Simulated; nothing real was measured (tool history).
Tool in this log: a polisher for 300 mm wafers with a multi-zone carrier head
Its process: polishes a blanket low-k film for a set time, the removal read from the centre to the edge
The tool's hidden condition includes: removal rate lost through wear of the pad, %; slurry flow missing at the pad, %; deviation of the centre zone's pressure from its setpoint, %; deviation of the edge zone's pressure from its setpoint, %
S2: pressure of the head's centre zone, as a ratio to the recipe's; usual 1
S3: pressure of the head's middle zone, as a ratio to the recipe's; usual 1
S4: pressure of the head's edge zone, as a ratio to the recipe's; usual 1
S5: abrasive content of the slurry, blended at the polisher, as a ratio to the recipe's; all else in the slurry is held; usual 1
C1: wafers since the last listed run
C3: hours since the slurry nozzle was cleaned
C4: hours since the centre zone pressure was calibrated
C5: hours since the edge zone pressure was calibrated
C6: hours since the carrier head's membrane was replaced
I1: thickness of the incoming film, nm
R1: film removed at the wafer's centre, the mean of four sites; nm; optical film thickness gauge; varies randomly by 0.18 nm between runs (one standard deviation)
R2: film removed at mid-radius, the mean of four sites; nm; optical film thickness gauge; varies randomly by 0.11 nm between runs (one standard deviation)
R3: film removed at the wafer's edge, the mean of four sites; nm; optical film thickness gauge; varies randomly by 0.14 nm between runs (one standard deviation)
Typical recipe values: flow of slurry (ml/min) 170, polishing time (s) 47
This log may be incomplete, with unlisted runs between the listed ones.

Run 1, hour 0: usual settings; C1 0; wafers polished on this pad 514; C3 173.9; C4 648.5; C5 984.7; C6 455.5; I1 708.5. Result: R1 14.8 nm, R2 14.6 nm, R3 14.7 nm.
Run 2, hour 17.1: usual settings; C1 178; wafers polished on this pad 692; C3 191; C4 665.6; C5 1001.8; C6 472.6; I1 706.4. Result: R1 14.6 nm, R2 14.5 nm, R3 14.8 nm.
Run 3, hour 42.1: usual settings but flow of slurry (ml/min) 125, S5 1.1; C1 260; wafers polished on this pad 953; C3 216; C4 690.6; C5 1026.8; C6 497.6; I1 713.8. Result: R1 13.7 nm, R2 13.5 nm, R3 14.1 nm.
At hour 54.2: worn pad replaced by a new one.
Run 4, hour 76.7: usual settings but flow of slurry (ml/min) 125, S5 1.1; C1 319; wafers polished on this pad 234; C3 250.6; C4 725.2; C5 1061.4; C6 532.2; I1 706.2. Result: R1 13.6 nm, R2 13.7 nm, R3 14.5 nm.
Run 5, hour 103.8: usual settings but flow of slurry (ml/min) 125, S5 1.1; C1 282; wafers polished on this pad 517; C3 277.7; C4 752.3; C5 1088.5; C6 559.3; I1 702.7. Result: R1 13.6 nm, R2 13.7 nm, R3 14.1 nm.
Run 6, hour 135.2: usual settings but S3 1.04, polishing time (s) 42; C1 327; wafers polished on this pad 845; C3 309.1; C4 783.7; C5 1119.9; C6 590.7; I1 709.8. Result: R1 12.7 nm, R2 13.1 nm, R3 13 nm.
Run 7, hour 155.8: usual settings but S3 1.04, polishing time (s) 42; C1 214; wafers polished on this pad 1060; C3 329.7; C4 804.3; C5 1140.5; C6 611.3; I1 717.2. Result: R1 12.9 nm, R2 13.3 nm, R3 12.6 nm.
Run 8, hour 177.2: usual settings but S3 1.04, polishing time (s) 42; C1 223; wafers polished on this pad 1283; C3 351.1; C4 825.7; C5 1161.9; C6 632.7; I1 718. Result: R1 12.5 nm, R2 13.1 nm, R3 12.9 nm.
At hour 182.5: worn pad replaced by a new one.
Run 9, hour 205.6: usual settings but S5 1.25; C1 254; wafers polished on this pad 240; C3 379.5; C4 854.1; C5 1190.3; C6 661.1; I1 709.1. Result: R1 14.8 nm, R2 15.1 nm, R3 15.2 nm.
Run 10, hour 239.3: usual settings; C1 351; wafers polished on this pad 592; C3 413.2; C4 887.8; C5 1224; C6 694.8; I1 697.3. Result: R1 13.9 nm, R2 14.1 nm, R3 14.1 nm.
At hour 294.9: carrier head's membrane replaced by a new one.
At hour 305.5: worn pad replaced by a new one.
Run 11, hour 308.7: usual settings but S3 0.9, S5 0.85; C1 630; wafers polished on this pad 33; C3 482.6; C4 957.2; C5 1293.4; C6 13.8; I1 708.2. Result: R1 13.5 nm, R2 12.2 nm, R3 13.6 nm.
Run 12, hour 324.3: usual settings but S2 1.04; C1 162; wafers polished on this pad 196; C3 498.2; C4 972.8; C5 1309; C6 29.4; I1 718.5. Result: R1 14.3 nm, R2 13.8 nm, R3 14.2 nm.
At hour 332.9: edge zone pressure recalibrated.
Run 13, hour 337.6: usual settings but flow of slurry (ml/min) 125, S5 1.1; C1 117; wafers polished on this pad 314; C3 511.5; C4 986.1; C5 4.7; C6 42.7; I1 713.9. Result: R1 12.6 nm, R2 12.7 nm, R3 13.9 nm.
Run 14, hour 371.2: usual settings but S2 1.11; C1 350; wafers polished on this pad 664; C3 545.1; C4 1019.7; C5 38.3; C6 76.3; I1 713.8. Result: R1 15.1 nm, R2 13.4 nm, R3 14.2 nm.
Run 15, hour 388.4: usual settings but S2 0.89, S4 0.94, polishing time (s) 63; C1 179; wafers polished on this pad 844; C3 562.3; C4 1036.9; C5 55.5; C6 93.5; I1 712.2. Result: R1 15.9 nm, R2 18.1 nm, R3 18.3 nm.
At hour 405: slurry nozzle cleaned.
At hour 406.2: worn pad replaced by a new one, of another model than before.
Run 16, hour 406.7: usual settings but flow of slurry (ml/min) 185, S5 0.8; C1 167; wafers polished on this pad 5; C3 1.7; C4 1055.2; C5 73.8; C6 111.8; I1 711.5. Result: R1 14 nm, R2 13.9 nm, R3 14.1 nm.
At hour 419: centre zone pressure recalibrated.
Run 17, hour 437.6: usual settings; C1 301; wafers polished on this pad 306; C3 32.6; C4 18.6; C5 104.7; C6 142.7; I1 711.2. Result: R1 14.6 nm, R2 14.4 nm, R3 14.6 nm.

Run 18, settings as shown, results not yet in. Your forecast:
Run 18, hour 460.3: usual settings; C1 236; wafers polished on this pad 543; C3 55.3; C4 41.3; C5 127.4; C6 165.4; I1 701.5. Result: R1 ?, R2 ?, R3 ?.

{"run 18": {"R1": 14.5, "R2": 14.4, "R3": 14.5}}
The same run, on a tool lacking any hidden state, would have yielded R1 14.5 nm, R2 14.4 nm, R3 14.5 nm.

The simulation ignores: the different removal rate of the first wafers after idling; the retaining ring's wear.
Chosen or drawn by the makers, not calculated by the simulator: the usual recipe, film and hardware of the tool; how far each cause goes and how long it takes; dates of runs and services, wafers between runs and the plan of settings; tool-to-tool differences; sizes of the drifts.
